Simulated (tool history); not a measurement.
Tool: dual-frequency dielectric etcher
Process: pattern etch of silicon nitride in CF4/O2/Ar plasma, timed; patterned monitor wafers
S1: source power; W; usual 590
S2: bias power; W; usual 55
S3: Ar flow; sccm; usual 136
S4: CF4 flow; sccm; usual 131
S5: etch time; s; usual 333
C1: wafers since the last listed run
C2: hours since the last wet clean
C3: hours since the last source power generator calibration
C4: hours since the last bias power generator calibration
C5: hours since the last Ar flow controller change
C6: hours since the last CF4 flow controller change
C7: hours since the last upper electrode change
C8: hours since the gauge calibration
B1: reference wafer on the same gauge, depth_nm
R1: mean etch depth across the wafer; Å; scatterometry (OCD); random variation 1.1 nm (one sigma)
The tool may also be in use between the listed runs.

{"run": 1, "hour": 0.0, "S1": 590, "S2": 55, "S3": 136, "S4": 131, "S5": 333, "C1": 0, "C2": 0.5, "C3": 51.3, "C4": 4021.1, "C5": 2700.4, "C6": 36, "C7": 2578, "C8": 20.8, "B1": 796, "R1": 7354}
{"run": 2, "hour": 0.4, "S1": 530, "S2": 55, "S3": 136, "S4": 131, "S5": 333, "C1": 2, "C2": 0.9, "C3": 51.7, "C4": 4021.5, "C5": 2700.8, "C6": 36.4, "C7": 2578.4, "C8": 21.2, "B1": 796.1, "R1": 6632}
{"run": 3, "hour": 27.8, "S1": 530, "S2": 55, "S3": 136, "S4": 131, "S5": 333, "C1": 159, "C2": 28.3, "C3": 79.1, "C4": 4048.9, "C5": 2728.2, "C6": 63.8, "C7": 2605.8, "C8": 48.6, "B1": 796.3, "R1": 6617}
{"run": 4, "hour": 42.9, "S1": 660, "S2": 55, "S3": 120, "S4": 131, "S5": 333, "C1": 87, "C2": 43.4, "C3": 94.2, "C4": 4064, "C5": 2743.3, "C6": 78.9, "C7": 2620.9, "C8": 63.7, "B1": 796.3, "R1": 8365}
{"run": 5, "hour": 50.8, "S1": 590, "S2": 55, "S3": 136, "S4": 104, "S5": 333, "C1": 45, "C2": 51.3, "C3": 102.1, "C4": 4071.9, "C5": 2751.2, "C6": 86.8, "C7": 2628.8, "C8": 71.6, "B1": 795.8, "R1": 7105}
{"hour": 78.1, "done": "Ar flow controller replaced"}
{"hour": 82.7, "done": "upper electrode replaced"}
{"run": 6, "hour": 83.2, "S1": 590, "S2": 55, "S3": 136, "S4": 131, "S5": 333, "C1": 126, "C2": 83.7, "C3": 134.5, "C4": 4104.3, "C5": 5.1, "C6": 119.2, "C7": 0.5, "C8": 104, "B1": 795.4, "R1": 7331}
{"run": 7, "hour": 94.1, "S1": 590, "S2": 59, "S3": 136, "S4": 131, "S5": 333, "C1": 63, "C2": 94.6, "C3": 145.4, "C4": 4115.2, "C5": 16, "C6": 130.1, "C7": 11.4, "C8": 114.9, "B1": 796.1, "R1": 7574}
{"run": 8, "hour": 105.5, "S1": 590, "S2": 55, "S3": 167, "S4": 118, "S5": 333, "C1": 66, "C2": 106, "C3": 156.8, "C4": 4126.6, "C5": 27.4, "C6": 141.5, "C7": 22.8, "C8": 126.3, "B1": 796.1, "R1": 6919}
{"run": 9, "hour": 112.7, "S1": 590, "S2": 55, "S3": 149, "S4": 164, "S5": 333, "C1": 41, "C2": 113.2, "C3": 164, "C4": 4133.8, "C5": 34.6, "C6": 148.7, "C7": 30, "C8": 133.5, "B1": 795.6, "R1": 7448}
{"run": 10, "hour": 124.5, "S1": 590, "S2": 55, "S3": 136, "S4": 131, "S5": 333, "C1": 68, "C2": 125, "C3": 175.8, "C4": 4145.6, "C5": 46.4, "C6": 160.5, "C7": 41.8, "C8": 145.3, "B1": 795.9, "R1": 7321}
{"run": 11, "hour": 135.6, "S1": 590, "S2": 55, "S3": 119, "S4": 131, "S5": 333, "C1": 64, "C2": 136.1, "C3": 186.9, "C4": 4156.7, "C5": 57.5, "C6": 171.6, "C7": 52.9, "C8": 156.4, "B1": 795.8, "R1": 7513}
{"run": 12, "hour": 151.0, "S1": 640, "S2": 55, "S3": 136, "S4": 117, "S5": 275, "C1": 89, "C2": 151.5, "C3": 202.3, "C4": 4172.1, "C5": 72.9, "C6": 187, "C7": 68.3, "C8": 171.8, "B1": 796.1, "R1": 6418}
{"hour": 158.2, "done": "bias power generator calibrated"}
{"run": 13, "hour": 168.8, "S1": 590, "S2": 55, "S3": 158, "S4": 149, "S5": 333, "C1": 80, "C2": 169.3, "C3": 220.1, "C4": 10.6, "C5": 90.7, "C6": 204.8, "C7": 86.1, "C8": 189.6, "B1": 796.4, "R1": 7231}
{"run": 14, "hour": 184.6, "S1": 590, "S2": 55, "S3": 136, "S4": 155, "S5": 333, "C1": 91, "C2": 185.1, "C3": 235.9, "C4": 26.4, "C5": 106.5, "C6": 220.6, "C7": 101.9, "C8": 205.4, "B1": 795.2, "R1": 7457}

The next listed run, before its measurement:
{"run": 15, "hour": 201.9, "S1": 690, "S2": 68, "S3": 145, "S4": 157, "S5": 333, "C1": 100, "C2": 202.4, "C3": 253.2, "C4": 43.7, "C5": 123.8, "C6": 237.9, "C7": 119.2, "C8": 222.7, "B1": "?", "R1": "?"}

B1: 795.6
R1: 9464 Å
Without the tool's hidden state the same run would have given R1 9548 Å.

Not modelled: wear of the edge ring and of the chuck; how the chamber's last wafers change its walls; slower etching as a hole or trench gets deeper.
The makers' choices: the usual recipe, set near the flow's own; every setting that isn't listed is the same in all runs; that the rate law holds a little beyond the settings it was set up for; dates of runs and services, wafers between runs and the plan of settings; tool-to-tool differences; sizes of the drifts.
